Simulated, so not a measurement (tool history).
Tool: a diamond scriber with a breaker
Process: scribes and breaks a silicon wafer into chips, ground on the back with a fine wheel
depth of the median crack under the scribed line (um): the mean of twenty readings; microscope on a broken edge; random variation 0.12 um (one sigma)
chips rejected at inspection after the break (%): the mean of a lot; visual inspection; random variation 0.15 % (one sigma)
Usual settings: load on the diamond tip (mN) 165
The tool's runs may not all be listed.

| run | day | load on the diamond tip (mN) | wafers since the last listed run | hours since the diamond tip was replaced | hours since the load on the tip was calibrated | incoming depth of the damage left on the back of the incoming wafer, um | depth of the median crack under the scribed line (um) | chips rejected at inspection after the break (%) |
|---|---|---|---|---|---|---|---|---|
| 1 | 0 | 165 | 0 | 283.5 | 373.9 | 2.99 | 12.86 | 3.13 |
| 2 | 2.592 | 165 | 222 | 345.7 | 436.1 | 2.25 | 12.62 | 2.08 |
| 3 | 6.825 | 165 | 363 | 447.3 | 537.7 | 2.29 | 12.78 | 2.8 |
| 4 | 10.075 | 148 | 279 | 525.3 | 615.7 | 2.93 | 11.68 | 6.06 |
| 5 | 13.45 | 148 | 289 | 606.3 | 696.7 | 2.42 | 11.55 | 6.5 |
|  | 14.75 | diamond tip replaced by a new one |
| 6 | 15.783 | 148 | 193 | 24.8 | 752.7 | 2.13 | 12.43 | 2.73 |
| 7 | 18.442 | 181 | 228 | 88.6 | 816.5 | 2.41 | 13.71 | 2.28 |
| 8 | 20.533 | 181 | 179 | 138.8 | 866.7 | 2.68 | 13.99 | 2.49 |
| 9 | 22.508 | 139 | 169 | 186.2 | 914.1 | 2.35 | 11.62 | 5.79 |
| 10 | 26.354 | 139 | 330 | 278.5 | 1006.4 | 2.32 | 11.74 | 5.61 |
| 11 | 29.892 | 139 | 303 | 363.4 | 1091.3 | 2.31 | 11.58 | 6.45 |
|  | 32.575 | load on the tip recalibrated |
| 12 | 33.971 | 150 | 343 | 461.3 | 33.5 | 1.7 | 11.96 | 3.52 |
| 13 | 37.479 | 150 | 301 | 545.5 | 117.7 | 1.84 | 11.76 | 4.57 |
| 14 | 41.075 | 150 | 308 | 631.8 | 204 | 1.79 | 11.4 | 4.92 |
|  | 43.679 | diamond tip replaced by a new one |
| 15 | 44.1 | 165 | 252 | 10.1 | 276.6 | 2.25 | 13.22 | 1.94 |
| 16 | 48.075 | 154 | 341 | 105.5 | 372 | 2.83 | 12.54 | 2.78 |
| 17 | 52.046 | 165 | 340 | 200.8 | 467.3 | 1.76 | 13.22 | 1.75 |
| 18 | 55.575 | 165 | 302 | 285.5 | 552 | 2.9 | 12.81 | 2.55 |
| 19 | 59.788 | 165 | 361 | 386.6 | 653.1 | 2.37 | 12.8 | 2.14 |
| 20 | 62.604 | 165 | 241 | 454.2 | 720.7 | 1.85 | 12.8 | 2.15 |
| 21 | 64.25 | 165 | 141 | 493.7 | 760.2 | 1.71 | 12.87 | 1.84 |
| 22 | 69.75 | 179 | 472 | 625.7 | 892.2 | 2.29 | 13.14 | 2.07 |
|  | 71.525 | load on the tip recalibrated |
| 23 | 74.15 | 196 | 370 | 731.3 | 63 | 1.71 | 13.27 | 1.98 |
|  | 74.712 | diamond tip replaced by a new one |
| 24 | 77.392 | 185 | 271 | 64.3 | 140.8 | 1.58 | 14.29 | 2.74 |
| 25 | 81.046 | 134 | 313 | 152 | 228.5 | 2.5 | 11.38 | 7.23 |
| 26 | 82.958 | 165 | 164 | 197.9 | 274.4 | 2.2 | 13.03 | 2.31 |
| 27 | 86.154 | 148 | 274 | 274.6 | 351.1 | 2.31 | 12.18 | 3.03 |
| 28 | 88.179 | 209 | 173 | 323.2 | 399.7 | 2.64 | 15.18 | 5.95 |
| 29 | 89.946 | 165 | 151 | 365.6 | 442.1 | 1.61 | 13.05 | 1.78 |
| 30 | 91.704 | 165 | 150 | 407.8 | 484.3 | 1.85 | 12.85 | 2.02 |
| 31 | 94.729 | 202 | 259 | 480.4 | 556.9 | 1.76 | 14.44 | 3.66 |
| 32 | 96.383 | 165 | 142 | 520.1 | 596.6 | 1.9 | 12.83 | 2.28 |
| 33 | 99.475 | 215 | 265 | 594.3 | 670.8 | 2.41 | 14.61 | 4.35 |
| 34 | 102.833 | 184 | 288 | 674.9 | 751.4 | 2.88 | 12.95 | 2.56 |
|  | 106.912 | diamond tip replaced by a new one |
|  | 108.3 | load on the tip recalibrated |
| 35 | 115.279 | 124 | 1054 | 200.8 | 167.5 | 2.31 | 10.8 | 10.24 |

The next listed run, before its measurement:
| 36 | 118.404 | 192 | 268 | 275.8 | 242.5 | 2.1 | ? | ? |

{"run 36": {"depth of the median crack under the scribed line (um)": 14.1, "chips rejected at inspection after the break (%)": 3.04}}
Without the tool's hidden state the same run would have given depth of the median crack under the scribed line (um) 14.33, chips rejected at inspection after the break (%) 3.6.
